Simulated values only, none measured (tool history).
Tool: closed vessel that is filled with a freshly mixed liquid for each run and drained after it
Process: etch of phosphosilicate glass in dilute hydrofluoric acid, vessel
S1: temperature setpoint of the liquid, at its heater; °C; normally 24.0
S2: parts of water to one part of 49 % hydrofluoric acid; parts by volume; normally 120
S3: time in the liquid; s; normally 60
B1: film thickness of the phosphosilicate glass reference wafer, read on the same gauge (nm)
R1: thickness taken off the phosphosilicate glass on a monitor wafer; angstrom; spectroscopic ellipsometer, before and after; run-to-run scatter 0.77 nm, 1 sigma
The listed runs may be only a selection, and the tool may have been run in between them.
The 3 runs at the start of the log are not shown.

run 4 hour=79.6 | S1=24.0 S2=95 S3=70 | B1=124.59 | R1=1345.6
run 5 hour=93.4 | S1=24.0 S2=95 S3=70 | B1=124.68 | R1=1374.7
run 6 hour=110.6 | S1=24.0 S2=120 S3=60 | B1=124.79 | R1=890.6
run 7 hour=133.7 | S1=24.0 S2=120 S3=60 | B1=124.98 | R1=897.5
run 8 hour=150.6 | S1=24.0 S2=120 S3=60 | B1=125.10 | R1=889.6
run 9 hour=168.1 | S1=24.0 S2=120 S3=60 | B1=125.22 | R1=903.9
run 10 hour=195.9 | S1=24.0 S2=120 S3=60 | B1=125.45 | R1=903.6
run 11 hour=225.3 | S1=20.0 S2=120 S3=85 | B1=125.69 | R1=1093.6
run 12 hour=255.6 | S1=26.5 S2=120 S3=60 | B1=125.95 | R1=995.5
run 13 hour=277.4 | S1=26.5 S2=120 S3=60 | B1=126.14 | R1=995.9
run 14 hour=293.3 | S1=26.5 S2=170 S3=60 | B1=126.27 | R1=666.1
run 15 hour=323.6 | S1=24.0 S2=80 S3=40 | B1=126.54 | R1=950.3
run 16 hour=341.8 | S1=25.5 S2=120 S3=75 | B1=126.71 | R1=1214.5
run 17 hour=357.0 | S1=25.5 S2=145 S3=85 | B1=126.82 | R1=1095.9
-- hour=374.9 gauge calibrated
run 18 hour=386.1 | S1=24.0 S2=120 S3=85 | B1=119.94 | R1=1219.6
-- hour=404.8 hydrofluoric acid flow meter replaced
run 19 hour=414.9 | S1=24.0 S2=145 S3=45 | B1=119.96 | R1=519.3
run 20 hour=433.3 | S1=24.0 S2=120 S3=60 | B1=119.97 | R1=869.0

Estimate the outcome of run 21 from the log above:
run 21 hour=452.3 | S1=24.0 S2=85 S3=60 | B1=? | R1=?

B1: 119.96
R1: 1276.3 angstrom
Minus the tool's unlogged condition, the same run would have read R1 1276.5 angstrom.
